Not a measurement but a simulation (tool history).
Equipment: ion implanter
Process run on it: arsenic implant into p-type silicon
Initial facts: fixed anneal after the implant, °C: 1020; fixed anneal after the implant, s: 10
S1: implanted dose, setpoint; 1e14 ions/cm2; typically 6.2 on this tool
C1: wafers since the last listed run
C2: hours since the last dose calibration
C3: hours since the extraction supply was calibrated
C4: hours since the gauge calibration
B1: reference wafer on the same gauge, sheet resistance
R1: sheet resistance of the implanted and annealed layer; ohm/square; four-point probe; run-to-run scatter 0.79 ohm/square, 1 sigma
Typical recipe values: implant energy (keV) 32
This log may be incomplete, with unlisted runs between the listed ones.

Run 1, hour 0: usual settings; C1 0; C2 1130.8; C3 2879.1; C4 57.3; B1 156.14. Result: R1 187.69 ohm/square.
Run 2, hour 51: usual settings; C1 1042; C2 1181.8; C3 2930.1; C4 108.3; B1 155.54. Result: R1 186.54 ohm/square.
Run 3, hour 117: usual settings; C1 1349; C2 1247.8; C3 2996.1; C4 174.3; B1 155.83. Result: R1 187.87 ohm/square.
Run 4, hour 162.6: usual settings; C1 932; C2 1293.4; C3 3041.7; C4 219.9; B1 156.37. Result: R1 186.93 ohm/square.
Run 5, hour 217.4: usual settings; C1 1120; C2 1348.2; C3 3096.5; C4 274.7; B1 155.9. Result: R1 186.57 ohm/square.
Run 6, hour 249.7: usual settings; C1 660; C2 1380.5; C3 3128.8; C4 307; B1 156.17. Result: R1 187.41 ohm/square.
Run 7, hour 309.8: usual settings; C1 1228; C2 1440.6; C3 3188.9; C4 367.1; B1 155.76. Result: R1 188.46 ohm/square.
Run 8, hour 334: usual settings; C1 494; C2 1464.8; C3 3213.1; C4 391.3; B1 155.84. Result: R1 187.36 ohm/square.
Run 9, hour 384.7: usual settings but implant energy (keV) 40.5; C1 1036; C2 1515.5; C3 3263.8; C4 442; B1 156.2. Result: R1 180.75 ohm/square.
Run 10, hour 444.3: usual settings but implant energy (keV) 40.5; C1 1218; C2 1575.1; C3 3323.4; C4 501.6; B1 156. Result: R1 179.91 ohm/square.
At hour 468.9: extraction supply calibrated.
Run 11, hour 477.4: usual settings but implant energy (keV) 40.5; C1 513; C2 1608.2; C3 8.5; C4 534.7; B1 155.9. Result: R1 181.87 ohm/square.
Run 12, hour 540: usual settings; C1 1279; C2 1670.8; C3 71.1; C4 597.3; B1 156.25. Result: R1 187.79 ohm/square.
At hour 557.4: Faraday cup replaced and dose calibrated.
Run 13, hour 600.8: usual settings; C1 1079; C2 43.4; C3 131.9; C4 658.1; B1 156.33. Result: R1 188.19 ohm/square.
Run 14, hour 641.2: usual settings but S1 5.08 1e14 ions/cm2, implant energy (keV) 29.5; C1 825; C2 83.8; C3 172.3; C4 698.5; B1 156.22. Result: R1 220.85 ohm/square.
Run 15, hour 701.8: usual settings; C1 1238; C2 144.4; C3 232.9; C4 759.1; B1 155.93. Result: R1 187.65 ohm/square.
Run 16, hour 762.3: usual settings; C1 1236; C2 204.9; C3 293.4; C4 819.6; B1 155.79. Result: R1 188.98 ohm/square.
Run 17, hour 796.4: usual settings but S1 6.7 1e14 ions/cm2, implant energy (keV) 39.5; C1 697; C2 239; C3 327.5; C4 853.7; B1 155.64. Result: R1 170.54 ohm/square.
Run 18, hour 865.2: usual settings but S1 6.95 1e14 ions/cm2, implant energy (keV) 22.5; C1 1406; C2 307.8; C3 396.3; C4 922.5; B1 156.2. Result: R1 184.62 ohm/square.
Run 19, hour 894.9: usual settings but S1 7.98 1e14 ions/cm2, implant energy (keV) 23; C1 607; C2 337.5; C3 426; C4 952.2; B1 156.05. Result: R1 168.11 ohm/square.
Run 20, hour 923.9: usual settings but S1 6.77 1e14 ions/cm2, implant energy (keV) 27.5; C1 592; C2 366.5; C3 455; C4 981.2; B1 156.11. Result: R1 181.61 ohm/square.
Run 21, hour 995.7: usual settings but S1 5.19 1e14 ions/cm2, implant energy (keV) 28.5; C1 1467; C2 438.3; C3 526.8; C4 1053; B1 155.98. Result: R1 217.08 ohm/square.
At hour 1032.6: gauge calibrated.
Run 22, hour 1066.7: usual settings; C1 1451; C2 509.3; C3 597.8; C4 34.1; B1 155.98. Result: R1 187.7 ohm/square.
Run 23, hour 1133.5: usual settings; C1 1365; C2 576.1; C3 664.6; C4 100.9; B1 155.83. Result: R1 188.68 ohm/square.
Run 24, hour 1160.2: usual settings but S1 4.57 1e14 ions/cm2, implant energy (keV) 36.5; C1 545; C2 602.8; C3 691.3; C4 127.6; B1 155.82. Result: R1 229.98 ohm/square.
Run 25, hour 1199.8: usual settings; C1 809; C2 642.4; C3 730.9; C4 167.2; B1 156.17. Result: R1 187.4 ohm/square.
Run 26, hour 1267.6: usual settings but S1 4.93 1e14 ions/cm2, implant energy (keV) 22.5; C1 1386; C2 710.2; C3 798.7; C4 235; B1 155.8. Result: R1 233.55 ohm/square.
Run 27, hour 1313.5: usual settings; C1 938; C2 756.1; C3 844.6; C4 280.9; B1 156.28. Result: R1 188.52 ohm/square.
Run 28, hour 1346.9: usual settings but S1 5.09 1e14 ions/cm2, implant energy (keV) 35; C1 682; C2 789.5; C3 878; C4 314.3; B1 155.75. Result: R1 214.75 ohm/square.
Run 29, hour 1386.8: usual settings but S1 4.83 1e14 ions/cm2, implant energy (keV) 21.5; C1 815; C2 829.4; C3 917.9; C4 354.2; B1 156.1. Result: R1 240.79 ohm/square.
Run 30, hour 1435.9: usual settings but implant energy (keV) 35.5; C1 1003; C2 878.5; C3 967; C4 403.3; B1 155.94. Result: R1 185.27 ohm/square.
Run 31, hour 1463.4: usual settings but S1 4.4 1e14 ions/cm2; C1 562; C2 906; C3 994.5; C4 430.8; B1 155.68. Result: R1 242.83 ohm/square.
Run 32, hour 1499.8: usual settings; C1 744; C2 942.4; C3 1030.9; C4 467.2; B1 156.37. Result: R1 187.57 ohm/square.

5 options for the next run, each taken on its own from the tool as it stands now. Forecast them:
Run A, hour 1500.2: usual settings but S1 7.42 1e14 ions/cm2; C1 8; C2 942.8; C3 1031.3; C4 467.6; B1 ?. Result: R1 ?.
Run B, hour 1500.2: usual settings but S1 6.9 1e14 ions/cm2, implant energy (keV) 27; C1 8; C2 942.8; C3 1031.3; C4 467.6; B1 ?. Result: R1 ?.
Run C, hour 1500.2: usual settings but S1 5.07 1e14 ions/cm2, implant energy (keV) 24.5; C1 8; C2 942.8; C3 1031.3; C4 467.6; B1 ?. Result: R1 ?.
Run D, hour 1500.2: usual settings but S1 4.49 1e14 ions/cm2, implant energy (keV) 24; C1 8; C2 942.8; C3 1031.3; C4 467.6; B1 ?. Result: R1 ?.
Run E, hour 1500.2: usual settings but S1 4.48 1e14 ions/cm2, implant energy (keV) 28.5; C1 8; C2 942.8; C3 1031.3; C4 467.6; B1 ?. Result: R1 ?.

run      B1      R1
  A  155.97  164.57
  B  155.97   179.2
  C  155.97  227.41
  D  155.97  249.34
  E  155.97  243.46
Take away the tool's hidden state, keep each run's random variation, and the runs would have read:
run      R1
  A  164.57
  B   179.2
  C  227.41
  D  249.34
  E  243.46
